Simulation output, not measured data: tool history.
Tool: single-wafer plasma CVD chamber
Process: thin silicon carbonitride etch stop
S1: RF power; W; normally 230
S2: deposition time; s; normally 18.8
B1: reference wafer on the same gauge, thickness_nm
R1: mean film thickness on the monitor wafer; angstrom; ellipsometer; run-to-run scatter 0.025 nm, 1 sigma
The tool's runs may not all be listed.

{"run": 1, "hour": 0.0, "S1": 230, "S2": 18.8, "B1": 10.359, "R1": 103.25}
{"run": 2, "hour": 22.2, "S1": 250, "S2": 18.8, "B1": 10.366, "R1": 105.67}
{"run": 3, "hour": 48.4, "S1": 250, "S2": 18.8, "B1": 10.368, "R1": 106.03}
{"run": 4, "hour": 69.5, "S1": 230, "S2": 18.8, "B1": 10.374, "R1": 103.26}
{"run": 5, "hour": 95.2, "S1": 230, "S2": 18.8, "B1": 10.383, "R1": 103.38}
{"run": 6, "hour": 129.9, "S1": 230, "S2": 18.8, "B1": 10.391, "R1": 103.38}
{"run": 7, "hour": 148.3, "S1": 245, "S2": 18.8, "B1": 10.399, "R1": 105.23}
{"run": 8, "hour": 168.4, "S1": 240, "S2": 15.9, "B1": 10.405, "R1": 88.68}
{"run": 9, "hour": 188.6, "S1": 230, "S2": 18.8, "B1": 10.404, "R1": 103.77}
{"hour": 203.8, "done": "showerhead replaced"}
{"run": 10, "hour": 204.3, "S1": 230, "S2": 18.8, "B1": 10.411, "R1": 103.63}
{"run": 11, "hour": 215.8, "S1": 230, "S2": 21.3, "B1": 10.413, "R1": 117.1}
{"hour": 239.1, "done": "thermocouple changed; heater temperature recalibrated"}
{"hour": 312.9, "done": "RF generator calibrated"}
{"run": 12, "hour": 322.5, "S1": 220, "S2": 18.8, "B1": 10.443, "R1": 102.3}
{"run": 13, "hour": 342.8, "S1": 195, "S2": 16, "B1": 10.445, "R1": 83.7}
{"run": 14, "hour": 375.9, "S1": 210, "S2": 20.7, "B1": 10.454, "R1": 111.06}
{"run": 15, "hour": 391.7, "S1": 195, "S2": 17.1, "B1": 10.459, "R1": 89.51}
{"run": 16, "hour": 406.5, "S1": 230, "S2": 18.8, "B1": 10.462, "R1": 104.24}
{"run": 17, "hour": 431.2, "S1": 230, "S2": 18.8, "B1": 10.469, "R1": 104.62}
{"run": 18, "hour": 451.7, "S1": 230, "S2": 18.8, "B1": 10.481, "R1": 104.2}
{"run": 19, "hour": 469.0, "S1": 230, "S2": 18.8, "B1": 10.481, "R1": 104.57}
{"run": 20, "hour": 491.9, "S1": 190, "S2": 15.3, "B1": 10.485, "R1": 79.75}
{"run": 21, "hour": 508.3, "S1": 230, "S2": 18.8, "B1": 10.491, "R1": 103.79}
{"run": 22, "hour": 542.8, "S1": 230, "S2": 18.8, "B1": 10.494, "R1": 104.5}
{"run": 23, "hour": 564.3, "S1": 195, "S2": 21.3, "B1": 10.504, "R1": 112.06}
{"run": 24, "hour": 588.7, "S1": 275, "S2": 18.8, "B1": 10.511, "R1": 110.9}
{"hour": 605.8, "done": "gauge calibrated"}
{"run": 25, "hour": 611.9, "S1": 230, "S2": 21.7, "B1": 10.281, "R1": 118.35}
{"run": 26, "hour": 634.3, "S1": 230, "S2": 16.6, "B1": 10.283, "R1": 90.45}
{"run": 27, "hour": 688.5, "S1": 230, "S2": 18.8, "B1": 10.302, "R1": 103}
{"run": 28, "hour": 705.8, "S1": 260, "S2": 17.6, "B1": 10.302, "R1": 99.92}
{"run": 29, "hour": 732.0, "S1": 230, "S2": 21.9, "B1": 10.313, "R1": 119.21}
{"run": 30, "hour": 766.5, "S1": 265, "S2": 18.8, "B1": 10.32, "R1": 107.16}
{"run": 31, "hour": 804.5, "S1": 215, "S2": 18.8, "B1": 10.333, "R1": 100.63}
{"run": 32, "hour": 838.0, "S1": 205, "S2": 18.8, "B1": 10.337, "R1": 98.85}
{"run": 33, "hour": 856.4, "S1": 205, "S2": 18.8, "B1": 10.343, "R1": 98.88}
{"run": 34, "hour": 868.8, "S1": 230, "S2": 18.8, "B1": 10.347, "R1": 102.62}
{"run": 35, "hour": 884.0, "S1": 245, "S2": 20.2, "B1": 10.353, "R1": 113.12}

Below, some changes in R1 between adjacent runs. For each, the amount present without the hidden state too (settings, incoming material, random variation) and the amount remaining for the hidden state with gauge scatter not shared by both compared results:
What the log doesn't record here: wafer temperature above the value expected at the setpoint (K); delivered RF power above the setpoint (%); gauge reads high (%).
Run 13 -> 14: S1 195 -> 210, S2 16 -> 20.7. R1 +27.36 angstrom: hidden state +0.48, all else +26.88.
Run 19 -> 20: S1 230 -> 190, S2 18.8 -> 15.3. R1 -24.82 angstrom: hidden state -0.38, all else -24.44.
Run 20 -> 21: S1 190 -> 230, S2 15.3 -> 18.8. R1 +24.04 angstrom: hidden state +0.46, all else +23.58.
Run 24 -> 25: S1 275 -> 230, S2 18.8 -> 21.7, gauge calibrated. R1 +7.45 angstrom: hidden state -2.44, all else +9.89.
Run 25 -> 26: S2 21.7 -> 16.6. R1 -27.9 angstrom: hidden state +0.1, all else -28.
